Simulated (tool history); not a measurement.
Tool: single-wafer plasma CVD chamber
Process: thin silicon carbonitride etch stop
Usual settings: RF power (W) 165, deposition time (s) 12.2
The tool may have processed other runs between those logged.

run	hour	RF power (W)	deposition time (s)	wafers since the last listed run	hours since the last thermocouple change	hours since the last RF generator calibration	hours since the showerhead was replaced	hours since the gauge calibration	read-back reference wafer on the same gauge, thickness_nm	mean film thickness on the monitor wafer (angstrom)
1	0	165	11	0	856.1	1414.8	5791.4	904.2	6.289	59.18
# hour 9.3: RF generator calibrated
2	71.7	165	11	1630	927.8	62.4	5863.1	975.9	6.283	61.21
# hour 176.4: thermocouple changed; heater temperature recalibrated
3	223.5	165	12.2	3681	47.1	214.2	6014.9	1127.7	6.285	67.87
4	253.9	165	12.2	778	77.5	244.6	6045.3	1158.1	6.288	67.21
5	319.6	165	12.2	1682	143.2	310.3	6111	1223.8	6.279	66.8
6	354.5	165	12.2	893	178.1	345.2	6145.9	1258.7	6.29	67.49
7	407.7	165	12.2	1362	231.3	398.4	6199.1	1311.9	6.288	66.92
8	469.9	165	12.2	1592	293.5	460.6	6261.3	1374.1	6.286	67.32
9	539.8	165	12.2	1789	363.4	530.5	6331.2	1444	6.281	66.64
10	566.1	165	12.2	673	389.7	556.8	6357.5	1470.3	6.277	66.69
# hour 573.9: gauge calibrated
11	632	165	12.2	1687	455.6	622.7	6423.4	58.1	6.294	66.64
12	665.8	165	11.4	865	489.4	656.5	6457.2	91.9	6.287	62.24
13	720.1	165	11.4	1390	543.7	710.8	6511.5	146.2	6.273	62.44
14	763.6	165	11.3	1113	587.2	754.3	6555	189.7	6.287	61.64
15	822	165	11.3	1495	645.6	812.7	6613.4	248.1	6.283	61.83
16	883.1	165	11.3	1564	706.7	873.8	6674.5	309.2	6.294	61.8
# hour 927.1: showerhead replaced, of another model than before
17	932.9	165	11.3	1070	756.5	923.6	5.8	359	6.286	61.03
18	991.3	165	12.2	1495	814.9	982	64.2	417.4	6.273	66.05
19	1021.3	140	11.2	768	844.9	1012	94.2	447.4	6.283	56.44
# hour 1054: thermocouple changed; heater temperature recalibrated
20	1055	135	11.4	657	1	1045.7	127.9	481.1	6.287	56.62
21	1109.4	165	12.2	1392	55.4	1100.1	182.3	535.5	6.266	65.96
22	1170.5	165	12.2	1564	116.5	1161.2	243.4	596.6	6.274	65.54
23	1233.6	140	12.2	1615	179.6	1224.3	306.5	659.7	6.294	60.71
# hour 1281.4: RF generator calibrated
24	1297.1	190	13	1420	243.1	15.7	370	723.2	6.269	76.31
25	1367.4	165	11.5	1799	313.4	86	440.3	793.5	6.283	63.46
26	1420.3	175	10.4	1354	366.3	138.9	493.2	846.4	6.269	58.91
27	1456.6	165	13.5	929	402.6	175.2	529.5	882.7	6.275	74.04
28	1493.7	140	12.8	949	439.7	212.3	566.6	919.8	6.277	64.85
29	1534.7	140	13.9	1049	480.7	253.3	607.6	960.8	6.287	71.76
30	1568	145	13.8	852	514	286.6	640.9	994.1	6.278	72.17
31	1634.9	135	10.3	1712	580.9	353.5	707.8	1061	6.291	51.45
32	1692.9	195	13.5	1484	638.9	411.5	765.8	1119	6.279	79.57

Predict each of these 4 candidate next runs independently; none follows another, all start after run 32:
A	1693.3	165	13.6	10	639.3	411.9	766.2	1119.4	?	?
B	1693.3	185	10.2	10	639.3	411.9	766.2	1119.4	?	?
C	1693.3	150	11.2	10	639.3	411.9	766.2	1119.4	?	?
D	1693.3	200	11.4	10	639.3	411.9	766.2	1119.4	?	?

run	read-back reference wafer on the same gauge, thickness_nm	mean film thickness on the monitor wafer (angstrom)
A	6.284	74.43
B	6.284	58.54
C	6.284	58.81
D	6.284	67.51
What these runs would have given with no unlogged condition in the tool:
run	mean film thickness on the monitor wafer (angstrom)
A	75.55
B	59.43
C	59.7
D	68.53
